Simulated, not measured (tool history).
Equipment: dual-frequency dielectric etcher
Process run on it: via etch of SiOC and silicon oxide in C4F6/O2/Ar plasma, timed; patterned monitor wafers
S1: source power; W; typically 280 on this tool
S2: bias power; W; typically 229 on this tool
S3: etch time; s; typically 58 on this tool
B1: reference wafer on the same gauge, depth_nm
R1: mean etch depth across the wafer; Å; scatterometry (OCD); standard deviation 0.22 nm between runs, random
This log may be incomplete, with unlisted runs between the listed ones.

run	day	S1	S2	S3	B1	R1
1	0	230	229	58	54.7	598
2	0.679	280	241	58	54.7	636
3	1.858	280	252	58	54.7	649
4	2.667	280	252	58	54.7	646
5	4.025	280	229	58	54.7	639
# day 4.783: bias power generator calibrated
6	5.279	280	229	58	54.7	638
# day 5.308: gauge calibrated
# day 7.371: upper electrode replaced
7	7.392	280	229	58	54.7	640
8	7.525	280	229	58	54.8	643
9	9.004	310	229	50	54.7	574
10	9.517	310	184	64.5	54.7	703
# day 10.15: source power generator calibrated
# day 10.612: wet clean of the chamber
11	10.633	280	229	58	54.8	605
12	11.638	280	229	70	54.8	729
13	12.725	340	272	66	54.7	765
14	13.854	220	229	53.5	54.6	521

Predict each of these 4 candidate next runs independently; none follows another, all start after run 14:
A	13.871	260	229	58	?	?
B	13.871	300	285	58	?	?
C	13.871	280	257	70.5	?	?
D	13.871	280	197	46	?	?

run	B1	R1
A	54.6	594
B	54.6	655
C	54.6	759
D	54.6	466
Stripped of hidden state, with their random variation kept, the same runs would have yielded:
run	R1
A	595
B	656
C	761
D	467
